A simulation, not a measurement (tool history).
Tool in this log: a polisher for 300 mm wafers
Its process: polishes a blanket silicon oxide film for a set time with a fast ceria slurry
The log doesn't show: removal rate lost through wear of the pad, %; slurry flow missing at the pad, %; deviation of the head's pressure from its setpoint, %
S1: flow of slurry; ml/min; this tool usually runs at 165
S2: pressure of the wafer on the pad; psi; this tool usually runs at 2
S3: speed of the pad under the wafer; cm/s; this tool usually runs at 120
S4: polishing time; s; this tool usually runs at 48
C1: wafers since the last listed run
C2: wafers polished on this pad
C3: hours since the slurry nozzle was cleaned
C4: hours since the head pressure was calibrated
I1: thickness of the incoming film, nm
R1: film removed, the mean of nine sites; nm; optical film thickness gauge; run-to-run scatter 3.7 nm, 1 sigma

| run | day | S1 | S2 | S3 | S4 | C1 | C2 | C3 | C4 | I1 | R1 |
|---|---|---|---|---|---|---|---|---|---|---|---|
| 1 | 0 | 165 | 2 | 120 | 48 | 0 | 255 | 358.4 | 47.1 | 1853.5 | 514.2 |
| 2 | 0.579 | 165 | 2 | 120 | 48 | 147 | 403 | 372.3 | 61 | 1797.7 | 518.2 |
| 3 | 1.129 | 165 | 2 | 120 | 48 | 140 | 543 | 385.5 | 74.2 | 1811.5 | 516.1 |
| 4 | 2.229 | 165 | 2 | 120 | 48 | 280 | 824 | 411.9 | 100.6 | 1830.5 | 511.4 |
| 5 | 3.392 | 165 | 2 | 106 | 48 | 296 | 1121 | 439.8 | 128.5 | 1826.6 | 454.5 |
|  | 4.383 | worn pad replaced by a new one |
| 6 | 4.404 | 165 | 2 | 106 | 48 | 216 | 5 | 464.1 | 152.8 | 1828.1 | 448.7 |
| 7 | 5.058 | 165 | 2 | 106 | 48 | 167 | 172 | 479.8 | 168.5 | 1848.2 | 450.9 |
| 8 | 5.796 | 165 | 2 | 120 | 36 | 188 | 361 | 497.5 | 186.2 | 1842.4 | 382.6 |
| 9 | 6.492 | 165 | 2 | 120 | 36 | 177 | 538 | 514.2 | 202.9 | 1850.8 | 375 |
| 10 | 7.788 | 165 | 2 | 120 | 36 | 330 | 869 | 545.3 | 234 | 1814.3 | 376.5 |
|  | 9.1 | worn pad replaced by a new one |
| 11 | 9.788 | 165 | 2 | 120 | 48 | 468 | 176 | 593.3 | 282 | 1852.5 | 502.2 |
| 12 | 10.858 | 165 | 2 | 120 | 41 | 273 | 449 | 619 | 307.7 | 1845.5 | 427.8 |
|  | 10.946 | slurry nozzle cleaned |
| 13 | 11.358 | 215 | 1.5 | 152 | 63 | 117 | 566 | 9.9 | 319.7 | 1831.5 | 624.4 |
| 14 | 12.838 | 135 | 1.6 | 102 | 38 | 377 | 944 | 45.4 | 355.2 | 1812.1 | 242.4 |
| 15 | 13.342 | 165 | 2 | 134 | 48 | 128 | 1073 | 57.5 | 367.3 | 1833.4 | 521.8 |
|  | 13.633 | worn pad replaced by a new one |
| 16 | 14.583 | 200 | 2 | 120 | 48 | 274 | 242 | 87.3 | 397.1 | 1814.1 | 491.5 |
| 17 | 15.842 | 165 | 2 | 120 | 48 | 321 | 563 | 117.5 | 427.3 | 1838.2 | 458.4 |

Expected results for the next run?
|  | 15.925 | head pressure recalibrated |
|  | 16.071 | slurry nozzle cleaned, repeated, since the last time left the tool worse |
| 18 | 17.204 | 165 | 2 | 120 | 48 | 316 | 879 | 27.2 | 30.7 | 1812.5 | ? |

{"run 18": {"R1": 525.6}}
With the hidden condition absent and the run-to-run variation left alone, this run would have shown R1 528.3 nm.

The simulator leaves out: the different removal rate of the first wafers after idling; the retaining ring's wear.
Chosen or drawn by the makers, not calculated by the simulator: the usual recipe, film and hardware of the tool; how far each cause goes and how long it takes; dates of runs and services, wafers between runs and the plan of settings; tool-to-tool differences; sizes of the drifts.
